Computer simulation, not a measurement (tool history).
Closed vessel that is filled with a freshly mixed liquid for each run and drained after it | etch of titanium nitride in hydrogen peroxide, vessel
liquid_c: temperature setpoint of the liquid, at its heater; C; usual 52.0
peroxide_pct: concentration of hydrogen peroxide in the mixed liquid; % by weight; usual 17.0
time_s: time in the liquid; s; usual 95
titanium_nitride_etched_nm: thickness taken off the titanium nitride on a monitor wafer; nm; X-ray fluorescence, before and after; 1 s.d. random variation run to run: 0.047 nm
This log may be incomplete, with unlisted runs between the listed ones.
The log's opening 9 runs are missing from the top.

| run | hour | liquid_c | peroxide_pct | time_s | wafers since the last listed run | hours since the thermometer was replaced | hours since the peroxide flow meter was replaced | hours since the drum of peroxide was connected | hours since the gauge calibration | read-back film thickness of the titanium nitride reference wafer, read on the same gauge (nm) | titanium_nitride_etched_nm |
|---|---|---|---|---|---|---|---|---|---|---|---|
| 10 | 674.7 | 52.0 | 18.0 | 95 | 2772 | 452.8 | 2265.6 | 465.0 | 676.2 | 149.99 | 8.18 |
| 11 | 720.1 | 49.5 | 17.0 | 135 | 3170 | 498.2 | 2311.0 | 510.4 | 721.6 | 150.00 | 9.62 |
|  | 827.1 | thermometer replaced |
| 12 | 920.1 | 49.5 | 17.0 | 135 | 13895 | 93.0 | 2511.0 | 710.4 | 921.6 | 150.00 | 9.98 |
| 13 | 1013.8 | 52.0 | 17.0 | 95 | 6542 | 186.7 | 2604.7 | 804.1 | 1015.3 | 150.00 | 8.37 |
|  | 1033.9 | peroxide flow meter replaced |
| 14 | 1117.2 | 52.0 | 17.0 | 95 | 7149 | 290.1 | 83.3 | 907.5 | 1118.7 | 149.99 | 8.38 |
| 15 | 1202.4 | 52.0 | 17.0 | 95 | 5949 | 375.3 | 168.5 | 992.7 | 1203.9 | 149.98 | 8.28 |
| 16 | 1286.6 | 52.0 | 17.0 | 140 | 5879 | 459.5 | 252.7 | 1076.9 | 1288.1 | 150.02 | 12.05 |
|  | 1395.2 | gauge calibrated |
| 17 | 1511.5 | 48.5 | 17.0 | 80 | 15703 | 684.4 | 477.6 | 1301.8 | 116.3 | 150.01 | 5.23 |
| 18 | 1560.3 | 52.0 | 17.0 | 95 | 3407 | 733.2 | 526.4 | 1350.6 | 165.1 | 150.01 | 8.00 |
|  | 1578.9 | thermometer replaced |
| 19 | 1626.5 | 58.0 | 17.0 | 95 | 4552 | 47.6 | 592.6 | 1416.8 | 231.3 | 150.00 | 12.83 |
|  | 1656.8 | new drum of peroxide connected |
| 20 | 1685.1 | 56.5 | 20.0 | 95 | 4021 | 106.2 | 651.2 | 28.3 | 289.9 | 150.00 | 11.99 |

Run 21 comes next. What will it give?
| 21 | 1721.7 | 52.0 | 17.0 | 50 | 2555 | 142.8 | 687.8 | 64.9 | 326.5 | ? | ? |

Run 21 came out at read-back film thickness of the titanium nitride reference wafer, read on the same gauge (nm) 149.99, titanium_nitride_etched_nm 4.43 nm.
With the hidden condition absent and the run-to-run variation left alone, this run would have shown titanium_nitride_etched_nm 4.49 nm.
